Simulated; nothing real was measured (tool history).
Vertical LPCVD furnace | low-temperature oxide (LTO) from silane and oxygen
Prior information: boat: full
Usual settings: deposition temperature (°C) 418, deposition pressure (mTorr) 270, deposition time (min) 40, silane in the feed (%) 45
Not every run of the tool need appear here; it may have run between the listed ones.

run   hour  deposition temperature (°C)  deposition pressure (mTorr)  deposition time (min)  silane in the feed (%)  read-back reference wafer on the same gauge, thickness  film thickness on the monitor wafer in the middle of the boat (Å)
  1      0                          418                          270                     40                      45                                                   746.1                                                             6585.6
  2     13                          418                          220                     40                      45                                                  746.46                                                             5329.9
  3   44.9                          418                          270                     40                      45                                                  745.52                                                             6613.2
  4   78.2                          418                          270                     40                      45                                                  745.62                                                             6593.8
  5  113.5                          418                          270                     40                      45                                                     746                                                             6583.4
  6  147.3                          418                          270                     40                      45                                                  746.22                                                             6571.7
     201.8  -- pressure gauge zeroed
  7  202.3                          418                          270                     40                      45                                                   746.1                                                             6419.1
  8  206.5                          418                          270                     40                      45                                                  746.15                                                               6414
  9  227.4                          418                          270                     40                      45                                                  745.98                                                             6400.2
 10  247.6                          418                          270                     40                      45                                                  746.01                                                             6401.9
 11  259.9                          418                          270                     40                      45                                                  746.03                                                             6407.5
     301.6  -- pressure gauge zeroed, repeated, since the last time left the tool worse
     324.6  -- silane flow controller replaced
 12  325.1                          410                          230                     35                      40                                                  745.99                                                             4177.5
 13  329.2                          428                          270                     40                      45                                                  746.14                                                             7610.9
 14  333.4                          418                          270                     40                      45                                                  745.91                                                             6897.7
     345.5  -- gauge calibrated
 15    350                          418                          270                     40                      48                                                  745.65                                                             7308.2
     381.2  -- thermocouples replaced and temperature profile calibrated
 16  381.7                          428                          230                   27.5                      40                                                  746.01                                                               3953
 17  403.4                          418                          270                     40                      45                                                  745.82                                                             6887.3
 18  422.3                          409                          270                     40                      41                                                  746.06                                                             5705.9
 19  443.3                          418                          220                     40                      45                                                  745.94                                                             5613.9
 20  476.8                          418                          270                     40                      45                                                  745.94                                                             6868.4
 21    510                          411                          270                     40                      50                                                  745.92                                                             7046.1
 22  535.8                          422                          270                     40                      50                                                  746.16                                                             7827.3

Consider 3 possible next runs. They are alternatives, not a sequence: every one starts from the tool as it was left by run 22. What does each give?
  A   540                          418                          270                     40                      45                                                       ?                                                                  ?
  B   540                          418                          270                     40                      40                                                       ?                                                                  ?
  C   540                          429                          300                     26                      39                                                       ?                                                                  ?

run  read-back reference wafer on the same gauge, thickness  film thickness on the monitor wafer in the middle of the boat (Å)
  A                                                  746.39                                                             6893.1
  B                                                  746.39                                                             6093.4
  C                                                  746.39                                                               4778
Had the tool no hidden state, the same runs would have come out as:
run  film thickness on the monitor wafer in the middle of the boat (Å)
  A                                                             6868.4
  B                                                             6071.5
  C                                                             4762.6
